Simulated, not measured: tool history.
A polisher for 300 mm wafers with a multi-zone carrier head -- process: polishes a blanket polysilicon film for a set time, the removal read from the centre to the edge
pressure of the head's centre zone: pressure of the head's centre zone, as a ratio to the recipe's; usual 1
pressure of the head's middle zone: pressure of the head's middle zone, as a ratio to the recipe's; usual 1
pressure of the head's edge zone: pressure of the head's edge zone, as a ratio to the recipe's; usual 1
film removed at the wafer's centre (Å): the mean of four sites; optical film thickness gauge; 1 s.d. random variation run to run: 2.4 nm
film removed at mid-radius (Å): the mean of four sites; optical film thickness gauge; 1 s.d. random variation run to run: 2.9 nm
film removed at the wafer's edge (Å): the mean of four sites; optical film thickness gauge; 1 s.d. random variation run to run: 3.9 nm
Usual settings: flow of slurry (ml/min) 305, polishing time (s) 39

run,hour,flow of slurry (ml/min),pressure of the head's centre zone,pressure of the head's middle zone,pressure of the head's edge zone,polishing time (s),"incoming thickness of the incoming film, nm",film removed at the wafer's centre (Å),film removed at mid-radius (Å),film removed at the wafer's edge (Å)
1,0,305,1,1,1,39,1049.2,2865,2568,2551
2,15.6,305,1,1,1,39,1080.8,2781,2539,2502
# hour 18.3: edge zone pressure recalibrated
3,26.1,305,1,0.94,1,39,1059.5,2774,2394,2525
4,35.4,305,1,1,1,39,1071.6,2713,2459,2401
5,43.9,305,1,1,1,39,1051.5,2716,2473,2475
6,50.2,305,1,1,1,39,1068.1,2676,2437,2384
# hour 56.4: worn pad replaced by a new one
7,63.6,305,1,1,1,39,1051.2,2838,2539,2576
8,73.6,410,0.91,1,1,39,1077.5,2662,2601,2547
# hour 83.8: carrier head's membrane replaced by a new one
# hour 86.7: centre zone pressure recalibrated
9,88.9,305,0.94,1,1,39,1050.5,2323,2477,2471
10,98.4,390,1.08,1,0.94,33,1074.6,2246,2105,2052
# hour 117.3: worn pad replaced by a new one
11,117.8,275,0.96,1,1,39,1058.4,2472,2560,2583
12,122.9,355,0.92,1.04,0.89,39,1091.1,2422,2632,2523
# hour 127.4: slurry nozzle cleaned
13,137.4,305,1,1,0.96,47,1071.4,3016,3059,3012
14,146.2,220,1,1,1,39,1074.3,2410,2455,2493
15,152.5,230,1,0.9,1,39,1061.7,2437,2244,2447
16,158.8,245,1,1,1,39,1065.8,2433,2395,2398
17,174.3,385,1,0.89,1,31,1066.3,1963,1735,1925
18,184.4,345,1,1,1.04,39,1065.8,2413,2423,2407
# hour 188.7: worn pad replaced by a new one
19,197.6,305,1,1,1,39,1068,2570,2566,2562
20,204.3,305,1,1,1,39,1050.5,2562,2545,2514
21,218.1,305,1,1,1,39,1052.7,2540,2452,2525

Alternative continuations, all from the tool just after run 21; predict every row:
A,218.5,305,0.89,1,1,39,1069.7,?,?,?
B,218.5,205,1,0.95,1,26,1069.7,?,?,?
C,218.5,305,1.05,1.1,1,39,1069.7,?,?,?
D,218.5,305,1,0.94,1.05,39,1069.7,?,?,?
E,218.5,265,1.07,1.08,1,25,1069.7,?,?,?

run,film removed at the wafer's centre (Å),film removed at mid-radius (Å),film removed at the wafer's edge (Å)
A,2279,2504,2491
B,1610,1539,1615
C,2628,2713,2487
D,2517,2376,2533
E,1690,1691,1580
Had the tool no hidden state, the same runs would have come out as:
run,film removed at the wafer's centre (Å),film removed at mid-radius (Å),film removed at the wafer's edge (Å)
A,2397,2627,2613
B,1694,1615,1694
C,2765,2846,2609
D,2648,2492,2657
E,1777,1774,1658

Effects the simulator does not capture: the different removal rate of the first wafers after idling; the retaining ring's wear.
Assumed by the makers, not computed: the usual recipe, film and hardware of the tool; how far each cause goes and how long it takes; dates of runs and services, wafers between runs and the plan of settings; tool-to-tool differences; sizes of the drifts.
